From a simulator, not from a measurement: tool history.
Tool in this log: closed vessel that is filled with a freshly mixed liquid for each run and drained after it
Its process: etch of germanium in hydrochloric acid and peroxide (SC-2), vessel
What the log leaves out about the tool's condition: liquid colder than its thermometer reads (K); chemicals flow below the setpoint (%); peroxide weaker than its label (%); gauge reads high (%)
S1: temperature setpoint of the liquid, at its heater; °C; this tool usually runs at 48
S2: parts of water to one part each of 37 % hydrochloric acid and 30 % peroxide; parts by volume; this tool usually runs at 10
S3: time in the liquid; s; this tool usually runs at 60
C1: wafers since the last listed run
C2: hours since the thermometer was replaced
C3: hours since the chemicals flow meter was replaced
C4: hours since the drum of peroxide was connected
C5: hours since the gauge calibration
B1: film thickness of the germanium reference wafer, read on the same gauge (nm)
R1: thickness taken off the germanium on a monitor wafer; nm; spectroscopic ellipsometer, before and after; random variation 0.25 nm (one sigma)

Run 1, day 0: usual settings; C1 0; C2 1031.5; C3 561.3; C4 321.3; C5 37.2; B1 60.01. Result: R1 117.68 nm.
Run 2, day 0.471: usual settings but S2 12.5 parts by volume, S3 70 s; C1 1577; C2 1042.8; C3 572.6; C4 332.6; C5 48.5; B1 60. Result: R1 133.66 nm.
Run 3, day 1.146: usual settings but S2 12.5 parts by volume, S3 70 s; C1 2261; C2 1059; C3 588.8; C4 348.8; C5 64.7; B1 60. Result: R1 133.86 nm.
Run 4, day 1.4: usual settings; C1 851; C2 1065.1; C3 594.9; C4 354.9; C5 70.8; B1 59.98. Result: R1 117.59 nm.
Run 5, day 1.679: usual settings but S3 85 s; C1 935; C2 1071.8; C3 601.6; C4 361.6; C5 77.5; B1 59.99. Result: R1 165.95 nm.
Run 6, day 2.175: usual settings but S3 85 s; C1 1660; C2 1083.7; C3 613.5; C4 373.5; C5 89.4; B1 60.01. Result: R1 166.14 nm.
Run 7, day 2.475: usual settings but S1 55 °C, S3 70 s; C1 1004; C2 1090.9; C3 620.7; C4 380.7; C5 96.6; B1 60. Result: R1 170.02 nm.
Run 8, day 2.758: usual settings but S1 55 °C, S3 70 s; C1 949; C2 1097.7; C3 627.5; C4 387.5; C5 103.4; B1 59.99. Result: R1 169.7 nm.
Run 9, day 3.354: usual settings but S3 80 s; C1 1995; C2 1112; C3 641.8; C4 401.8; C5 117.7; B1 59.99. Result: R1 155.65 nm.
At day 3.729: gauge calibrated.
Run 10, day 4.996: usual settings but S3 80 s; C1 5499; C2 1151.4; C3 681.2; C4 441.2; C5 30.4; B1 60.01. Result: R1 155.66 nm.
Run 11, day 5.333: usual settings; C1 1130; C2 1159.5; C3 689.3; C4 449.3; C5 38.5; B1 59.99. Result: R1 116.64 nm.
At day 5.454: thermometer replaced.
Run 12, day 5.792: usual settings but S2 12 parts by volume, S3 35 s; C1 1395; C2 8.1; C3 700.3; C4 460.3; C5 49.5; B1 59.99. Result: R1 71.07 nm.
At day 6.008: new drum of peroxide connected.
At day 6.275: chemicals flow meter replaced.
Run 13, day 6.392: usual settings but S2 8.5 parts by volume, S3 75 s; C1 1730; C2 22.5; C3 2.8; C4 9.2; C5 63.9; B1 60.01. Result: R1 159.4 nm.
Run 14, day 6.896: usual settings; C1 1688; C2 34.6; C3 14.9; C4 21.3; C5 76; B1 60. Result: R1 125.82 nm.
Run 15, day 7.242: usual settings but S1 43 °C, S2 13 parts by volume; C1 1158; C2 42.9; C3 23.2; C4 29.6; C5 84.3; B1 60.01. Result: R1 104.32 nm.
Run 16, day 7.612: usual settings but S1 39.5 °C, S2 7.5 parts by volume, S3 70 s; C1 1242; C2 51.8; C3 32.1; C4 38.5; C5 93.2; B1 59.99. Result: R1 113.11 nm.
Run 17, day 8.042: usual settings but S2 8.5 parts by volume, S3 75 s; C1 1437; C2 62.1; C3 42.4; C4 48.8; C5 103.5; B1 60.02. Result: R1 159.46 nm.
Run 18, day 8.625: usual settings but S1 42.5 °C, S2 14.5 parts by volume, S3 35 s; C1 1954; C2 76.1; C3 56.4; C4 62.8; C5 117.5; B1 60.01. Result: R1 58.85 nm.
Run 19, day 9.312: usual settings; C1 2303; C2 92.6; C3 72.9; C4 79.3; C5 134; B1 60.01. Result: R1 125.68 nm.
Run 20, day 9.846: usual settings but S1 38.5 °C, S2 5.5 parts by volume; C1 1786; C2 105.4; C3 85.7; C4 92.1; C5 146.8; B1 60.02. Result: R1 94.55 nm.
Run 21, day 10.138: usual settings but S1 51.5 °C, S2 15 parts by volume, S3 40 s; C1 977; C2 112.4; C3 92.7; C4 99.1; C5 153.8; B1 60.01. Result: R1 88.7 nm.
At day 10.412: gauge calibrated.
Run 22, day 10.479: usual settings but S1 38.5 °C, S2 5.5 parts by volume, S3 40 s; C1 1144; C2 120.6; C3 100.9; C4 107.3; C5 1.6; B1 60. Result: R1 62.65 nm.

Run 23 comes next. What will it give?
Run 23, day 11.071: usual settings but S1 42 °C; C1 1981; C2 134.8; C3 115.1; C4 121.5; C5 15.8; B1 ?. Result: R1 ?.

Logged for run 23: B1 60, R1 102.53 nm.
With the hidden condition absent and the run-to-run variation left alone, this run would have shown R1 103.76 nm.

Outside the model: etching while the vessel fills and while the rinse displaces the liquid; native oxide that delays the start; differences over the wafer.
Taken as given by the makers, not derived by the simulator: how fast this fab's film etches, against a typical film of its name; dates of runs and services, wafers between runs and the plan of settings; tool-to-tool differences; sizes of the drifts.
